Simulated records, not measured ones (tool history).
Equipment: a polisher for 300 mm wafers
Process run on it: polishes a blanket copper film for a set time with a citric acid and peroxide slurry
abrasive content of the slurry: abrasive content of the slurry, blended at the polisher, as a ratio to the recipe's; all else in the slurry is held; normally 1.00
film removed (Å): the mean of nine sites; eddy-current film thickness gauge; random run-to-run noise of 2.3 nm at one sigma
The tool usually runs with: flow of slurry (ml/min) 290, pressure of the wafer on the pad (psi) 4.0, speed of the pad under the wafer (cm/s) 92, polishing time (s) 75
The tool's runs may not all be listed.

| run | hour | flow of slurry (ml/min) | pressure of the wafer on the pad (psi) | speed of the pad under the wafer (cm/s) | abrasive content of the slurry | polishing time (s) | wafers since the last listed run | wafers polished on this pad | hours since the slurry nozzle was cleaned | hours since the head pressure was calibrated | hours since the slurry blender was calibrated | incoming thickness of the incoming film, nm | film removed (Å) |
|---|---|---|---|---|---|---|---|---|---|---|---|---|---|
| 1 | 0.0 | 290 | 4.0 | 114 | 1.00 | 75 | 0 | 686 | 188.7 | 49.1 | 108.8 | 1011.7 | 2310 |
| 2 | 16.7 | 290 | 4.0 | 114 | 1.00 | 75 | 106 | 792 | 205.4 | 65.8 | 125.5 | 1005.2 | 2332 |
| 3 | 34.8 | 290 | 4.0 | 114 | 1.00 | 75 | 115 | 908 | 223.5 | 83.9 | 143.6 | 1002.4 | 2358 |
| 4 | 49.4 | 290 | 4.0 | 92 | 1.00 | 75 | 93 | 1001 | 238.1 | 98.5 | 158.2 | 1002.6 | 1986 |
|  | 75.2 | slurry nozzle cleaned |
| 5 | 77.2 | 290 | 4.0 | 92 | 1.00 | 75 | 171 | 1172 | 2.0 | 126.3 | 186.0 | 986.6 | 2025 |
|  | 96.1 | worn pad replaced by a new one |
| 6 | 109.6 | 290 | 4.0 | 92 | 1.00 | 75 | 181 | 86 | 34.4 | 158.7 | 218.4 | 1013.0 | 2003 |
| 7 | 122.7 | 290 | 4.0 | 92 | 1.00 | 75 | 83 | 170 | 47.5 | 171.8 | 231.5 | 1009.7 | 2041 |
| 8 | 140.4 | 290 | 3.2 | 92 | 1.00 | 75 | 112 | 283 | 65.2 | 189.5 | 249.2 | 988.0 | 1753 |
| 9 | 158.9 | 290 | 3.2 | 92 | 1.00 | 75 | 118 | 401 | 83.7 | 208.0 | 267.7 | 1004.0 | 1751 |
| 10 | 193.6 | 290 | 3.2 | 92 | 1.00 | 75 | 221 | 622 | 118.4 | 242.7 | 302.4 | 998.5 | 1781 |
|  | 197.9 | slurry blender recalibrated |
| 11 | 219.4 | 290 | 4.0 | 92 | 1.00 | 95 | 151 | 774 | 144.2 | 268.5 | 21.5 | 1002.3 | 2563 |
| 12 | 237.3 | 290 | 4.0 | 92 | 1.00 | 64 | 114 | 888 | 162.1 | 286.4 | 39.4 | 993.4 | 1740 |
| 13 | 260.5 | 290 | 4.0 | 92 | 1.00 | 64 | 148 | 1036 | 185.3 | 309.6 | 62.6 | 1007.5 | 1777 |
| 14 | 301.0 | 290 | 4.8 | 92 | 1.00 | 75 | 258 | 1295 | 225.8 | 350.1 | 103.1 | 1016.9 | 2329 |
|  | 312.2 | worn pad replaced by a new one |
| 15 | 313.4 | 290 | 3.2 | 92 | 1.00 | 75 | 53 | 7 | 238.2 | 362.5 | 115.5 | 984.0 | 1813 |
|  | 321.0 | slurry nozzle cleaned |
| 16 | 328.1 | 325 | 4.0 | 102 | 1.25 | 53 | 87 | 95 | 7.1 | 377.2 | 130.2 | 994.3 | 1674 |
| 17 | 350.1 | 290 | 4.0 | 92 | 1.00 | 75 | 140 | 235 | 29.1 | 399.2 | 152.2 | 996.4 | 2032 |
| 18 | 362.8 | 350 | 3.5 | 92 | 0.80 | 75 | 81 | 316 | 41.8 | 411.9 | 164.9 | 983.7 | 1827 |
|  | 375.3 | head pressure recalibrated |
| 19 | 379.1 | 290 | 4.0 | 92 | 1.20 | 60 | 91 | 407 | 58.1 | 3.8 | 181.2 | 1011.1 | 1660 |
| 20 | 407.8 | 290 | 4.0 | 92 | 1.00 | 50 | 183 | 590 | 86.8 | 32.5 | 209.9 | 982.0 | 1327 |
| 21 | 433.1 | 355 | 4.0 | 92 | 1.00 | 75 | 161 | 752 | 112.1 | 57.8 | 235.2 | 995.1 | 2070 |
|  | 450.5 | slurry blender recalibrated |
| 22 | 453.7 | 290 | 4.0 | 92 | 1.00 | 75 | 118 | 871 | 132.7 | 78.4 | 3.2 | 1014.5 | 2028 |
| 23 | 479.9 | 290 | 4.0 | 92 | 1.10 | 75 | 167 | 1038 | 158.9 | 104.6 | 29.4 | 1003.2 | 2099 |
| 24 | 515.3 | 340 | 4.0 | 92 | 1.00 | 62 | 225 | 1264 | 194.3 | 140.0 | 64.8 | 1006.4 | 1713 |
|  | 520.3 | worn pad replaced by a new one |
| 25 | 549.3 | 290 | 3.3 | 76 | 1.20 | 52 | 191 | 185 | 228.3 | 174.0 | 98.8 | 1002.8 | 1156 |
|  | 571.6 | slurry nozzle cleaned |
| 26 | 580.9 | 290 | 4.0 | 92 | 1.00 | 53 | 195 | 380 | 9.3 | 205.6 | 130.4 | 990.1 | 1429 |

Hidden condition of the tool, last listed run before each entry between runs versus first listed run after:
In the gap between runs 4 and 5: slurry nozzle cleaned (hour 75.2)
  deviation of the head's pressure from its setpoint, %: 2.56 -> 3.33
  measured less the result without the state, film removed (Å): +32 -> +43
In the gap between runs 5 and 6: worn pad replaced by a new one (hour 96.1)
  deviation of the head's pressure from its setpoint, %: 3.33 -> 4.07
  measured less the result without the state, film removed (Å): +43 -> +51
In the gap between runs 10 and 11: slurry blender recalibrated (hour 197.9)
  deviation of the head's pressure from its setpoint, %: 5.41 -> 5.71
  measured less the result without the state, film removed (Å): +60 -> +91
In the gap between runs 14 and 15: worn pad replaced by a new one (hour 312.2)
  deviation of the head's pressure from its setpoint, %: 6.37 -> 6.45
  measured less the result without the state, film removed (Å): +92 -> +72
In the gap between runs 15 and 16: slurry nozzle cleaned (hour 321.0)
  deviation of the head's pressure from its setpoint, %: 6.45 -> 6.53
  measured less the result without the state, film removed (Å): +72 -> +68
In the gap between runs 18 and 19: head pressure recalibrated (hour 375.3)
  deviation of the head's pressure from its setpoint, %: 6.7 -> 1.08
  measured less the result without the state, film removed (Å): +76 -> +12
In the gap between runs 21 and 22: slurry blender recalibrated (hour 450.5)
  deviation of the head's pressure from its setpoint, %: 3.54 -> 4.29
  measured less the result without the state, film removed (Å): +46 -> +55
In the gap between runs 24 and 25: worn pad replaced by a new one (hour 520.3)
  deviation of the head's pressure from its setpoint, %: 6.02 -> 6.73
  measured less the result without the state, film removed (Å): +64 -> +48
In the gap between runs 25 and 26: slurry nozzle cleaned (hour 571.6)
  deviation of the head's pressure from its setpoint, %: 6.73 -> 7.26
  measured less the result without the state, film removed (Å): +48 -> +64
